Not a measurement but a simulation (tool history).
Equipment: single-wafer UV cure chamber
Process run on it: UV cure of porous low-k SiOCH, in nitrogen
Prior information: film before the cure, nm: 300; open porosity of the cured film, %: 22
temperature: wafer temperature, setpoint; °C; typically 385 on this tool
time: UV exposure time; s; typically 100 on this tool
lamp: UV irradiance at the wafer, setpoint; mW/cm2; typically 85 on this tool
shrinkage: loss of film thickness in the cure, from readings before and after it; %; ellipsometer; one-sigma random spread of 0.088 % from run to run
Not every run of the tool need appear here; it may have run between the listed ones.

Run 1, hour 0.0: usual settings. Result: shrinkage 6.194 %.
Run 2, hour 6.3: usual settings. Result: shrinkage 6.230 %.
Run 3, hour 21.1: usual settings. Result: shrinkage 6.397 %.
Run 4, hour 28.6: usual settings. Result: shrinkage 6.138 %.
Run 5, hour 41.8: usual settings but time 65 s. Result: shrinkage 4.630 %.
Run 6, hour 56.6: usual settings but time 65 s. Result: shrinkage 4.788 %.
Run 7, hour 71.9: usual settings. Result: shrinkage 6.152 %.
Run 8, hour 88.6: usual settings. Result: shrinkage 6.090 %.
Run 9, hour 105.0: usual settings. Result: shrinkage 6.238 %.
Run 10, hour 113.4: usual settings but lamp 55 mW/cm2. Result: shrinkage 4.641 %.
Run 11, hour 123.1: usual settings but temperature 397 °C, time 45 s, lamp 70 mW/cm2. Result: shrinkage 3.140 %.
Run 12, hour 138.4: usual settings. Result: shrinkage 6.127 %.
Run 13, hour 156.1: usual settings but lamp 55 mW/cm2. Result: shrinkage 4.541 %.
Run 14, hour 163.8: usual settings. Result: shrinkage 6.043 %.
Run 15, hour 176.9: usual settings but temperature 392 °C, time 40 s, lamp 122 mW/cm2. Result: shrinkage 4.188 %.
Run 16, hour 184.2: usual settings but time 60 s. Result: shrinkage 4.416 %.
At hour 202.3: quartz window cleaned.
Run 17, hour 202.8: usual settings but temperature 378 °C, time 120 s, lamp 106 mW/cm2. Result: shrinkage 8.295 %.
At hour 220.5: UV bulbs replaced.
Run 18, hour 221.0: usual settings but temperature 404 °C, time 75 s. Result: shrinkage 6.105 %.
Run 19, hour 224.7: usual settings. Result: shrinkage 7.061 %.
Run 20, hour 230.9: usual settings but temperature 379 °C, time 85 s. Result: shrinkage 6.251 %.
Run 21, hour 276.0: usual settings but temperature 368 °C. Result: shrinkage 6.421 %.

Branching from run 21: 3 alternative next runs. What would each branch give?
Run A, hour 276.5: usual settings but lamp 49 mW/cm2. Result: shrinkage ?.
Run B, hour 276.5: usual settings but temperature 399 °C, time 70 s, lamp 96 mW/cm2. Result: shrinkage ?.
Run C, hour 276.5: usual settings but time 120 s. Result: shrinkage ?.

run  shrinkage
  A      4.659
  B      5.939
  C      7.298
With the hidden condition removed and each run's random variation left untouched, the same runs would have given:
run  shrinkage
  A      4.979
  B      6.293
  C      7.673

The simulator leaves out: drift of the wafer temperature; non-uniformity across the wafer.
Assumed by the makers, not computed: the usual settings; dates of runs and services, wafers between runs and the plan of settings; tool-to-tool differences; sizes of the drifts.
